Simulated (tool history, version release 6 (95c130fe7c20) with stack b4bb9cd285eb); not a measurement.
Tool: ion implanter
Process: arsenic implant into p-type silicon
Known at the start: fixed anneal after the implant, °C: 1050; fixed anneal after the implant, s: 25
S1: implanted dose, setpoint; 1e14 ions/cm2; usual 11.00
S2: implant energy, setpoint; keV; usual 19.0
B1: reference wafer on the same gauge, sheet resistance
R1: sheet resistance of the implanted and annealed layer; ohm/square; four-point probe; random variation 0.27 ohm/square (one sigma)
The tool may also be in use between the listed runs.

run   hour     S1    S2     B1      R1
  1    0.0   9.75  19.0  93.97  116.05
  2   18.6   9.75  19.0  94.02  115.79
  3   40.1   9.75  19.0  93.97  115.98
  4   69.5  11.00  19.0  94.08  107.11
  5  102.6  11.00  19.0  94.05  106.97
  6  120.1   8.67  16.5  93.98  127.59
  7  153.1   8.67  16.5  93.91  127.41
  8  185.7  11.00  19.0  93.99  106.58
  9  220.0  11.00  19.0  94.03  107.15
     244.6  -- extraction supply calibrated
 10  245.1  11.00  19.0  94.03  107.11
 11  257.5  11.00  19.0  93.90  107.22
 12  290.5  11.00  19.0  93.93  106.64
 13  307.5  11.00  19.0  94.14  106.62
     338.7  -- Faraday cup replaced and dose calibrated
 14  353.8  14.17  19.0  94.10   91.86
 15  366.9  12.24  16.0  93.97  101.22
     373.8  -- gauge calibrated
 16  400.7  11.00  19.0  94.03  106.50
 17  413.9  13.54  14.0  93.88   96.31
 18  448.7   8.20  16.0  94.05  132.97
 19  483.0   9.18  21.0  94.07  119.48
 20  496.0   7.73  23.0  94.00  134.75
 21  526.8  12.84  16.5  93.91   97.93
 22  549.2  13.69  15.0  93.93   95.71
 23  575.9  11.00  15.0  94.01  108.78
 24  602.5  11.98  21.5  94.10  100.22

Forecast each of these 4 alternatives for the next run:
  A  602.9  11.00  19.0   ?   ?
  B  602.9   9.92  19.0   ?   ?
  C  602.9   8.60  21.0   ?   ?
  D  602.9   8.59  19.0   ?   ?

run     B1      R1
  A  94.01  106.88
  B  94.01  114.56
  C  94.01  125.65
  D  94.01  126.86
Without the tool's hidden state the same runs would have given:
run      R1
  A  106.88
  B  114.56
  C  125.65
  D  126.86

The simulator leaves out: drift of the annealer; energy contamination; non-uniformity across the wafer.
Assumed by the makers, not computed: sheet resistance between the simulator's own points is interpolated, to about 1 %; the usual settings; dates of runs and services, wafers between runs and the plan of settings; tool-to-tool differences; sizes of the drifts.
